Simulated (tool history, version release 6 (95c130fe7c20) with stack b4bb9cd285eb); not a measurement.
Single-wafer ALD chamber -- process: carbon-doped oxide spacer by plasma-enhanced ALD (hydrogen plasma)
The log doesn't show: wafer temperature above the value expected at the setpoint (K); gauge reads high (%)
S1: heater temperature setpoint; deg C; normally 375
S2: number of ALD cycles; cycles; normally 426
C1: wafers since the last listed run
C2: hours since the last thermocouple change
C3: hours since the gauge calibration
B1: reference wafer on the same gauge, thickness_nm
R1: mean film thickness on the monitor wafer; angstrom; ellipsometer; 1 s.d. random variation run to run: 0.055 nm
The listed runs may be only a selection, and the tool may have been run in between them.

run 1 day=0.000 | S1=369 S2=426 | C1=0 C2=2395.5 C3=259.0 | B1=24.534 | R1=221.95
run 2 day=0.600 | S1=369 S2=426 | C1=17 C2=2409.9 C3=273.4 | B1=24.536 | R1=222.11
run 3 day=1.250 | S1=369 S2=426 | C1=19 C2=2425.5 C3=289.0 | B1=24.550 | R1=223.01
-- day=1.738 gauge calibrated
run 4 day=1.912 | S1=375 S2=426 | C1=19 C2=2441.4 C3=4.2 | B1=24.235 | R1=218.46
run 5 day=3.612 | S1=375 S2=426 | C1=50 C2=2482.2 C3=45.0 | B1=24.274 | R1=220.18
run 6 day=4.179 | S1=375 S2=426 | C1=16 C2=2495.8 C3=58.6 | B1=24.260 | R1=219.95
run 7 day=4.888 | S1=375 S2=426 | C1=21 C2=2512.8 C3=75.6 | B1=24.306 | R1=219.57
run 8 day=5.496 | S1=375 S2=426 | C1=18 C2=2527.4 C3=90.2 | B1=24.338 | R1=220.82
run 9 day=6.162 | S1=375 S2=426 | C1=19 C2=2543.4 C3=106.2 | B1=24.337 | R1=220.59
run 10 day=6.450 | S1=375 S2=426 | C1=8 C2=2550.3 C3=113.1 | B1=24.348 | R1=220.71
run 11 day=7.112 | S1=381 S2=447 | C1=19 C2=2566.2 C3=129.0 | B1=24.348 | R1=232.20
run 12 day=7.504 | S1=375 S2=426 | C1=11 C2=2575.6 C3=138.4 | B1=24.386 | R1=221.12
run 13 day=7.888 | S1=375 S2=426 | C1=11 C2=2584.8 C3=147.6 | B1=24.390 | R1=220.36
run 14 day=8.533 | S1=375 S2=426 | C1=19 C2=2600.3 C3=163.1 | B1=24.397 | R1=221.31
-- day=9.267 thermocouple changed; heater temperature recalibrated
run 15 day=9.288 | S1=375 S2=426 | C1=12 C2=0.5 C3=181.2 | B1=24.415 | R1=221.32
run 16 day=9.925 | S1=375 S2=426 | C1=19 C2=15.8 C3=196.5 | B1=24.428 | R1=221.38
run 17 day=10.467 | S1=379 S2=399 | C1=16 C2=28.8 C3=209.5 | B1=24.420 | R1=206.86
run 18 day=11.083 | S1=362 S2=448 | C1=18 C2=43.6 C3=224.3 | B1=24.437 | R1=233.18
run 19 day=11.358 | S1=363 S2=385 | C1=8 C2=50.2 C3=230.9 | B1=24.465 | R1=200.31
run 20 day=12.017 | S1=386 S2=474 | C1=19 C2=66.0 C3=246.7 | B1=24.453 | R1=246.80
run 21 day=13.283 | S1=369 S2=426 | C1=37 C2=96.4 C3=277.1 | B1=24.496 | R1=220.76
run 22 day=13.846 | S1=381 S2=352 | C1=16 C2=109.9 C3=290.6 | B1=24.516 | R1=183.68
-- day=14.154 gauge calibrated
run 23 day=14.554 | S1=387 S2=449 | C1=21 C2=126.9 C3=9.6 | B1=24.380 | R1=233.33
run 24 day=15.279 | S1=382 S2=426 | C1=21 C2=144.3 C3=27.0 | B1=24.377 | R1=220.39
run 25 day=15.708 | S1=361 S2=483 | C1=12 C2=154.6 C3=37.3 | B1=24.386 | R1=250.59
run 26 day=16.375 | S1=361 S2=426 | C1=19 C2=170.6 C3=53.3 | B1=24.404 | R1=222.09
run 27 day=16.871 | S1=375 S2=426 | C1=14 C2=182.5 C3=65.2 | B1=24.423 | R1=222.06
run 28 day=17.288 | S1=380 S2=350 | C1=12 C2=192.5 C3=75.2 | B1=24.410 | R1=182.53
run 29 day=17.938 | S1=388 S2=387 | C1=19 C2=208.1 C3=90.8 | B1=24.444 | R1=202.00
run 30 day=18.396 | S1=389 S2=426 | C1=13 C2=219.1 C3=101.8 | B1=24.481 | R1=221.59
run 31 day=18.679 | S1=362 S2=497 | C1=8 C2=225.9 C3=108.6 | B1=24.475 | R1=257.60
run 32 day=18.958 | S1=375 S2=426 | C1=8 C2=232.6 C3=115.3 | B1=24.474 | R1=221.90
run 33 day=19.254 | S1=375 S2=426 | C1=8 C2=239.7 C3=122.4 | B1=24.495 | R1=221.76
run 34 day=19.538 | S1=371 S2=482 | C1=8 C2=246.5 C3=129.2 | B1=24.495 | R1=250.99
run 35 day=19.846 | S1=367 S2=468 | C1=9 C2=253.9 C3=136.6 | B1=24.519 | R1=244.06

The tool's hidden state at each run:
wafer temperature above the value expected at the setpoint (K): 0 on each run
H1: gauge reads high (%)
run=1 H1=0.961
run=2 H1=1.02
run=3 H1=1.08
run=4 H1=-0.274
run=5 H1=-0.11
run=6 H1=-0.0561
run=7 H1=0.0119
run=8 H1=0.0703
run=9 H1=0.134
run=10 H1=0.162
run=11 H1=0.226
run=12 H1=0.263
run=13 H1=0.3
run=14 H1=0.362
run=15 H1=0.434
run=16 H1=0.496
run=17 H1=0.548
run=18 H1=0.607
run=19 H1=0.633
run=20 H1=0.696
run=21 H1=0.818
run=22 H1=0.872
run=23 H1=0.303
run=24 H1=0.373
run=25 H1=0.414
run=26 H1=0.478
run=27 H1=0.526
run=28 H1=0.566
run=29 H1=0.628
run=30 H1=0.672
run=31 H1=0.699
run=32 H1=0.726
run=33 H1=0.755
run=34 H1=0.782
run=35 H1=0.811
